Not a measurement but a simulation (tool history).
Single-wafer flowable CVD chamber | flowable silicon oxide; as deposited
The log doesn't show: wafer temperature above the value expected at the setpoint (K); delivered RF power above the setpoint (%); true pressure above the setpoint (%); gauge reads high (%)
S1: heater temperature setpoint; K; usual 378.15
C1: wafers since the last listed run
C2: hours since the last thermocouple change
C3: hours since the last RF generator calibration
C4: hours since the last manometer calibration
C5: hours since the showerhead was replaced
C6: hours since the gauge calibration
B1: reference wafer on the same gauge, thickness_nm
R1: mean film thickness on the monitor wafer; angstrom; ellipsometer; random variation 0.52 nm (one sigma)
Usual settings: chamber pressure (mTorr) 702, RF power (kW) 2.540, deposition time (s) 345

Run 1, hour 0.0: usual settings; C1 0; C2 908.1; C3 1871.8; C4 1517.9; C5 4034.8; C6 29.9; B1 121.056. Result: R1 1271.32 angstrom.
Run 2, hour 13.1: usual settings; C1 96; C2 921.2; C3 1884.9; C4 1531.0; C5 4047.9; C6 43.0; B1 121.048. Result: R1 1270.53 angstrom.
Run 3, hour 28.9: usual settings; C1 116; C2 937.0; C3 1900.7; C4 1546.8; C5 4063.7; C6 58.8; B1 120.943. Result: R1 1265.25 angstrom.
Run 4, hour 36.4: usual settings but chamber pressure (mTorr) 625; C1 55; C2 944.5; C3 1908.2; C4 1554.3; C5 4071.2; C6 66.3; B1 121.000. Result: R1 1167.30 angstrom.
Run 5, hour 52.1: usual settings but chamber pressure (mTorr) 625; C1 115; C2 960.2; C3 1923.9; C4 1570.0; C5 4086.9; C6 82.0; B1 121.073. Result: R1 1166.42 angstrom.
At hour 68.3: capacitance manometer re-zeroed and calibrated.
At hour 73.2: showerhead replaced.
Run 6, hour 73.7: usual settings but deposition time (s) 303; C1 64; C2 981.8; C3 1945.5; C4 5.4; C5 0.5; C6 103.6; B1 120.946. Result: R1 1105.79 angstrom.
At hour 83.6: RF generator calibrated.
Run 7, hour 83.9: usual settings but deposition time (s) 303; C1 16; C2 992.0; C3 0.3; C4 15.6; C5 10.7; C6 113.8; B1 120.956. Result: R1 1105.63 angstrom.
Run 8, hour 91.5: usual settings but S1 365.15 K; C1 56; C2 999.6; C3 7.9; C4 23.2; C5 18.3; C6 121.4; B1 121.066. Result: R1 1836.44 angstrom.
At hour 98.5: gauge calibrated.
At hour 106.1: thermocouple changed; heater temperature recalibrated.
Run 9, hour 106.6: usual settings; C1 52; C2 0.5; C3 23.0; C4 38.3; C5 33.4; C6 8.1; B1 121.078. Result: R1 1147.92 angstrom.
Run 10, hour 107.9: usual settings but RF power (kW) 2.975; C1 9; C2 1.8; C3 24.3; C4 39.6; C5 34.7; C6 9.4; B1 121.048. Result: R1 1168.60 angstrom.
Run 11, hour 123.9: usual settings but S1 392.15 K, chamber pressure (mTorr) 620, RF power (kW) 2.155, deposition time (s) 298; C1 118; C2 17.8; C3 40.3; C4 55.6; C5 50.7; C6 25.4; B1 120.957. Result: R1 626.49 angstrom.
At hour 137.4: thermocouple changed; heater temperature recalibrated, repeated, since the last time left the tool worse.
Run 12, hour 138.4: usual settings but S1 388.15 K, chamber pressure (mTorr) 585, RF power (kW) 2.960, deposition time (s) 366; C1 47; C2 1.0; C3 54.8; C4 70.1; C5 65.2; C6 39.9; B1 121.057. Result: R1 1009.37 angstrom.
Run 13, hour 170.5: usual settings but chamber pressure (mTorr) 580, deposition time (s) 382; C1 236; C2 33.1; C3 86.9; C4 102.2; C5 97.3; C6 72.0; B1 121.108. Result: R1 1384.17 angstrom.
Run 14, hour 180.7: usual settings but S1 370.15 K, RF power (kW) 3.025, deposition time (s) 315; C1 75; C2 43.3; C3 97.1; C4 112.4; C5 107.5; C6 82.2; B1 120.913. Result: R1 1650.63 angstrom.

3 ways to go on from here, each from the tool as it stands after run 14. What would each give?
Run A, hour 181.2: usual settings; C1 3; C2 43.8; C3 97.6; C4 112.9; C5 108.0; C6 82.7; B1 ?. Result: R1 ?.
Run B, hour 181.2: usual settings but S1 371.15 K; C1 3; C2 43.8; C3 97.6; C4 112.9; C5 108.0; C6 82.7; B1 ?. Result: R1 ?.
Run C, hour 181.2: usual settings but deposition time (s) 369; C1 3; C2 43.8; C3 97.6; C4 112.9; C5 108.0; C6 82.7; B1 ?. Result: R1 ?.

run       B1       R1
  A  121.047  1400.54
  B  121.047  1725.84
  C  121.047  1497.97
Without the tool's hidden state the same runs would have given:
run       R1
  A  1431.19
  B  1762.65
  C  1530.75
